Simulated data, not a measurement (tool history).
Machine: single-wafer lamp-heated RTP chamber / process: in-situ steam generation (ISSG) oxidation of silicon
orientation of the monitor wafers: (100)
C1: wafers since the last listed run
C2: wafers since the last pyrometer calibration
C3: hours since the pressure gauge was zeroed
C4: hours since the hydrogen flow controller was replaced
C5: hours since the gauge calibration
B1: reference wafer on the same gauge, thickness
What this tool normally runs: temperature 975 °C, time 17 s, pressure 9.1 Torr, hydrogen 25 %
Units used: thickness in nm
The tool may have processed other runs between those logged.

run 1 hour=0.0 | temperature=975 time=17 pressure=9.1 hydrogen=25 | C1=0 C2=6311 C3=1676.2 C4=4639.3 C5=824.6 | B1=3.893 | thickness=4.492
run 2 hour=50.6 | temperature=975 time=17 pressure=9.1 hydrogen=25 | C1=607 C2=6919 C3=1726.8 C4=4689.9 C5=875.2 | B1=3.890 | thickness=4.506
-- hour=108.0 pyrometer window cleaned and pyrometer calibrated
run 3 hour=154.3 | temperature=975 time=17 pressure=9.1 hydrogen=25 | C1=1149 C2=556 C3=1830.5 C4=4793.6 C5=978.9 | B1=3.892 | thickness=4.467
run 4 hour=207.4 | temperature=975 time=17 pressure=9.1 hydrogen=25 | C1=637 C2=1194 C3=1883.6 C4=4846.7 C5=1032.0 | B1=3.891 | thickness=4.464
run 5 hour=505.9 | temperature=975 time=17 pressure=9.1 hydrogen=25 | C1=3585 C2=4779 C3=2182.1 C4=5145.2 C5=1330.5 | B1=3.892 | thickness=4.483
run 6 hour=608.4 | temperature=975 time=17 pressure=9.1 hydrogen=25 | C1=1231 C2=6011 C3=2284.6 C4=5247.7 C5=1433.0 | B1=3.889 | thickness=4.486
-- hour=681.3 gauge calibrated
run 7 hour=685.9 | temperature=975 time=17 pressure=9.1 hydrogen=25 | C1=931 C2=6942 C3=2362.1 C4=5325.2 C5=4.6 | B1=3.891 | thickness=4.497
run 8 hour=736.9 | temperature=975 time=17 pressure=9.1 hydrogen=25 | C1=612 C2=7555 C3=2413.1 C4=5376.2 C5=55.6 | B1=3.890 | thickness=4.519
-- hour=758.3 pyrometer window cleaned and pyrometer calibrated
run 9 hour=806.2 | temperature=975 time=21 pressure=9.1 hydrogen=25 | C1=736 C2=575 C3=2482.4 C4=5445.5 C5=124.9 | B1=3.888 | thickness=4.879
run 10 hour=843.4 | temperature=975 time=21 pressure=9.1 hydrogen=25 | C1=446 C2=1022 C3=2519.6 C4=5482.7 C5=162.1 | B1=3.889 | thickness=4.897
run 11 hour=900.1 | temperature=975 time=21 pressure=9.1 hydrogen=25 | C1=681 C2=1703 C3=2576.3 C4=5539.4 C5=218.8 | B1=3.891 | thickness=4.874
run 12 hour=955.0 | temperature=975 time=17 pressure=9.1 hydrogen=25 | C1=659 C2=2362 C3=2631.2 C4=5594.3 C5=273.7 | B1=3.890 | thickness=4.462
-- hour=1015.8 pressure gauge zeroed
run 13 hour=1062.8 | temperature=975 time=17 pressure=9.1 hydrogen=25 | C1=1198 C2=3561 C3=47.0 C4=5702.1 C5=381.5 | B1=3.891 | thickness=4.442
run 14 hour=1142.1 | temperature=975 time=17 pressure=9.1 hydrogen=25 | C1=952 C2=4514 C3=126.3 C4=5781.4 C5=460.8 | B1=3.889 | thickness=4.454
run 15 hour=1186.7 | temperature=960 time=17 pressure=9.1 hydrogen=25 | C1=535 C2=5050 C3=170.9 C4=5826.0 C5=505.4 | B1=3.889 | thickness=4.246
run 16 hour=1246.0 | temperature=994 time=19 pressure=9.1 hydrogen=25 | C1=712 C2=5762 C3=230.2 C4=5885.3 C5=564.7 | B1=3.891 | thickness=5.010
run 17 hour=1334.2 | temperature=975 time=17 pressure=9.1 hydrogen=25 | C1=1059 C2=6822 C3=318.4 C4=5973.5 C5=652.9 | B1=3.888 | thickness=4.480
-- hour=1393.7 hydrogen flow controller replaced
run 18 hour=1394.8 | temperature=975 time=17 pressure=9.1 hydrogen=25 | C1=631 C2=7453 C3=379.0 C4=1.1 C5=713.5 | B1=3.889 | thickness=4.475

Run 19, settings as shown, results not yet in. Your forecast:
-- hour=1428.6 pyrometer window cleaned and pyrometer calibrated
run 19 hour=1499.9 | temperature=975 time=17 pressure=9.1 hydrogen=25 | C1=1166 C2=856 C3=484.1 C4=106.2 C5=818.6 | B1=? | thickness=?

B1: 3.886
thickness: 4.449 nm
With the hidden condition absent and the run-to-run variation left alone, this run would have shown thickness 4.442 nm.
